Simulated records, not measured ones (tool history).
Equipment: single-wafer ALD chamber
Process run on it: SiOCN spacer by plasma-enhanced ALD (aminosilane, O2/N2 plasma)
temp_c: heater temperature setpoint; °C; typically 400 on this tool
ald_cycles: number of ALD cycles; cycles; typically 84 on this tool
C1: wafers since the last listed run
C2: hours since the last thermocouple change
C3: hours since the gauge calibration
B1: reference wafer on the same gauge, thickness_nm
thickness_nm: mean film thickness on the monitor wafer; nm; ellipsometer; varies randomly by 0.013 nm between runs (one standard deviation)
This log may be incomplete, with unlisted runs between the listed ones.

run 1 day=0 | temp_c=392 ald_cycles=71 | C1=0 C2=609 C3=2433.2 | B1=4.582 | thickness_nm=4.282
run 2 day=3.133 | temp_c=400 ald_cycles=84 | C1=149 C2=684.2 C3=2508.4 | B1=4.579 | thickness_nm=5.091
run 3 day=6.162 | temp_c=400 ald_cycles=84 | C1=144 C2=756.9 C3=2581.1 | B1=4.579 | thickness_nm=5.085
run 4 day=7.675 | temp_c=400 ald_cycles=84 | C1=72 C2=793.2 C3=2617.4 | B1=4.58 | thickness_nm=5.079
run 5 day=10.767 | temp_c=400 ald_cycles=84 | C1=147 C2=867.4 C3=2691.6 | B1=4.583 | thickness_nm=5.045
run 6 day=14.317 | temp_c=400 ald_cycles=84 | C1=169 C2=952.6 C3=2776.8 | B1=4.585 | thickness_nm=5.083
run 7 day=17.542 | temp_c=400 ald_cycles=84 | C1=154 C2=1030 C3=2854.2 | B1=4.577 | thickness_nm=5.071
run 8 day=27.425 | temp_c=407 ald_cycles=84 | C1=472 C2=1267.2 C3=3091.4 | B1=4.58 | thickness_nm=4.986
run 9 day=31.175 | temp_c=400 ald_cycles=84 | C1=179 C2=1357.2 C3=3181.4 | B1=4.578 | thickness_nm=5.056
run 10 day=42.033 | temp_c=400 ald_cycles=84 | C1=518 C2=1617.8 C3=3442 | B1=4.578 | thickness_nm=5.06
run 11 day=44.033 | temp_c=400 ald_cycles=84 | C1=95 C2=1665.8 C3=3490 | B1=4.581 | thickness_nm=5.069
-- day=46.683 thermocouple changed; heater temperature recalibrated
run 12 day=46.704 | temp_c=400 ald_cycles=84 | C1=111 C2=0.5 C3=3554.1 | B1=4.577 | thickness_nm=5.08
-- day=48.446 gauge calibrated
run 13 day=50.054 | temp_c=400 ald_cycles=84 | C1=160 C2=80.9 C3=38.6 | B1=4.579 | thickness_nm=5.082
run 14 day=54.338 | temp_c=400 ald_cycles=84 | C1=204 C2=183.7 C3=141.4 | B1=4.582 | thickness_nm=5.067
run 15 day=57.138 | temp_c=400 ald_cycles=84 | C1=133 C2=250.9 C3=208.6 | B1=4.578 | thickness_nm=5.069
run 16 day=59.075 | temp_c=400 ald_cycles=84 | C1=92 C2=297.4 C3=255.1 | B1=4.586 | thickness_nm=5.078
run 17 day=61.938 | temp_c=411 ald_cycles=84 | C1=136 C2=366.1 C3=323.8 | B1=4.579 | thickness_nm=4.917
run 18 day=65.612 | temp_c=411 ald_cycles=84 | C1=175 C2=454.3 C3=412 | B1=4.583 | thickness_nm=4.929
run 19 day=69.329 | temp_c=400 ald_cycles=84 | C1=177 C2=543.5 C3=501.2 | B1=4.578 | thickness_nm=5.072
run 20 day=72.267 | temp_c=390 ald_cycles=99 | C1=140 C2=614 C3=571.7 | B1=4.578 | thickness_nm=6.001
run 21 day=74.338 | temp_c=389 ald_cycles=72 | C1=98 C2=663.7 C3=621.4 | B1=4.581 | thickness_nm=4.367
run 22 day=87.208 | temp_c=389 ald_cycles=68 | C1=614 C2=972.6 C3=930.3 | B1=4.58 | thickness_nm=4.102

What will run 23 give?
run 23 day=90.75 | temp_c=400 ald_cycles=97 | C1=169 C2=1057.6 C3=1015.3 | B1=? | thickness_nm=?

Run 23 came out at B1 4.577, thickness_nm 5.874 nm.
Take away the tool's hidden state, keep the run-to-run variation as it was, and the same run would have given thickness_nm 5.874 nm.
